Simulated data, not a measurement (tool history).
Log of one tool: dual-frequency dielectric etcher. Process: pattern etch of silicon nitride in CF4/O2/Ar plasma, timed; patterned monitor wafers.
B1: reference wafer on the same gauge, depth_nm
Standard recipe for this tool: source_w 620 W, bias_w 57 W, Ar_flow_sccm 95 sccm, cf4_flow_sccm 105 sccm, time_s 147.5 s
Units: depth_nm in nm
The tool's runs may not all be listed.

run 1 hour=0.0 | source_w=620 bias_w=57 Ar_flow_sccm=95 cf4_flow_sccm=105 time_s=147.5 | B1=303.9 | depth_nm=391.1
-- hour=45.3 wet clean of the chamber, repeated, since the last time left the tool worse
-- hour=84.0 Ar flow controller replaced
run 2 hour=84.5 | source_w=620 bias_w=57 Ar_flow_sccm=74 cf4_flow_sccm=105 time_s=147.5 | B1=304.1 | depth_nm=395.2
run 3 hour=93.4 | source_w=530 bias_w=53 Ar_flow_sccm=82 cf4_flow_sccm=105 time_s=172.0 | B1=303.8 | depth_nm=389.8
run 4 hour=126.6 | source_w=620 bias_w=57 Ar_flow_sccm=95 cf4_flow_sccm=124 time_s=147.5 | B1=304.1 | depth_nm=382.0
run 5 hour=148.1 | source_w=720 bias_w=57 Ar_flow_sccm=71 cf4_flow_sccm=97 time_s=121.0 | B1=303.7 | depth_nm=358.5
run 6 hour=163.4 | source_w=620 bias_w=57 Ar_flow_sccm=95 cf4_flow_sccm=105 time_s=147.5 | B1=303.9 | depth_nm=373.6
run 7 hour=198.0 | source_w=620 bias_w=57 Ar_flow_sccm=95 cf4_flow_sccm=114 time_s=116.5 | B1=303.9 | depth_nm=296.6
run 8 hour=223.5 | source_w=730 bias_w=57 Ar_flow_sccm=114 cf4_flow_sccm=105 time_s=147.5 | B1=304.0 | depth_nm=403.7
run 9 hour=243.2 | source_w=510 bias_w=46 Ar_flow_sccm=95 cf4_flow_sccm=105 time_s=147.5 | B1=303.8 | depth_nm=295.5
-- hour=277.6 CF4 flow controller replaced
run 10 hour=278.1 | source_w=620 bias_w=63 Ar_flow_sccm=95 cf4_flow_sccm=105 time_s=147.5 | B1=304.0 | depth_nm=387.2
run 11 hour=353.2 | source_w=620 bias_w=57 Ar_flow_sccm=109 cf4_flow_sccm=86 time_s=147.5 | B1=303.8 | depth_nm=349.2
run 12 hour=387.4 | source_w=620 bias_w=57 Ar_flow_sccm=95 cf4_flow_sccm=105 time_s=147.5 | B1=304.1 | depth_nm=363.3
-- hour=412.5 wet clean of the chamber
run 13 hour=419.7 | source_w=620 bias_w=57 Ar_flow_sccm=95 cf4_flow_sccm=105 time_s=147.5 | B1=304.2 | depth_nm=375.0
run 14 hour=444.0 | source_w=480 bias_w=68 Ar_flow_sccm=76 cf4_flow_sccm=105 time_s=104.0 | B1=304.3 | depth_nm=244.4
run 15 hour=460.4 | source_w=620 bias_w=57 Ar_flow_sccm=95 cf4_flow_sccm=105 time_s=133.5 | B1=303.7 | depth_nm=335.9
run 16 hour=493.6 | source_w=500 bias_w=63 Ar_flow_sccm=87 cf4_flow_sccm=105 time_s=171.0 | B1=304.0 | depth_nm=391.1
run 17 hour=515.4 | source_w=620 bias_w=57 Ar_flow_sccm=95 cf4_flow_sccm=105 time_s=111.0 | B1=304.1 | depth_nm=279.1
run 18 hour=534.7 | source_w=770 bias_w=57 Ar_flow_sccm=95 cf4_flow_sccm=105 time_s=147.5 | B1=303.9 | depth_nm=433.8
run 19 hour=560.7 | source_w=740 bias_w=57 Ar_flow_sccm=95 cf4_flow_sccm=87 time_s=147.5 | B1=304.4 | depth_nm=413.2
run 20 hour=591.3 | source_w=570 bias_w=57 Ar_flow_sccm=106 cf4_flow_sccm=105 time_s=147.5 | B1=304.0 | depth_nm=341.3
run 21 hour=611.5 | source_w=510 bias_w=57 Ar_flow_sccm=81 cf4_flow_sccm=105 time_s=176.5 | B1=304.1 | depth_nm=394.8
run 22 hour=631.5 | source_w=620 bias_w=68 Ar_flow_sccm=95 cf4_flow_sccm=105 time_s=175.0 | B1=303.7 | depth_nm=466.8

Consider 3 possible next runs. They are alternatives, not a sequence: every one starts from the tool as it was left by run 22. What does each give?
run A hour=632.0 | source_w=620 bias_w=57 Ar_flow_sccm=95 cf4_flow_sccm=105 time_s=177.0 | B1=? | depth_nm=?
run B hour=632.0 | source_w=620 bias_w=63 Ar_flow_sccm=104 cf4_flow_sccm=105 time_s=159.0 | B1=? | depth_nm=?
run C hour=632.0 | source_w=500 bias_w=57 Ar_flow_sccm=106 cf4_flow_sccm=96 time_s=147.5 | B1=? | depth_nm=?

run=A B1=304.0 depth_nm=442.1
run=B B1=304.0 depth_nm=406.7
run=C B1=304.0 depth_nm=306.9
Without the tool's unlogged condition, the same runs would have read:
run=A depth_nm=454.9
run=B depth_nm=418.4
run=C depth_nm=315.8

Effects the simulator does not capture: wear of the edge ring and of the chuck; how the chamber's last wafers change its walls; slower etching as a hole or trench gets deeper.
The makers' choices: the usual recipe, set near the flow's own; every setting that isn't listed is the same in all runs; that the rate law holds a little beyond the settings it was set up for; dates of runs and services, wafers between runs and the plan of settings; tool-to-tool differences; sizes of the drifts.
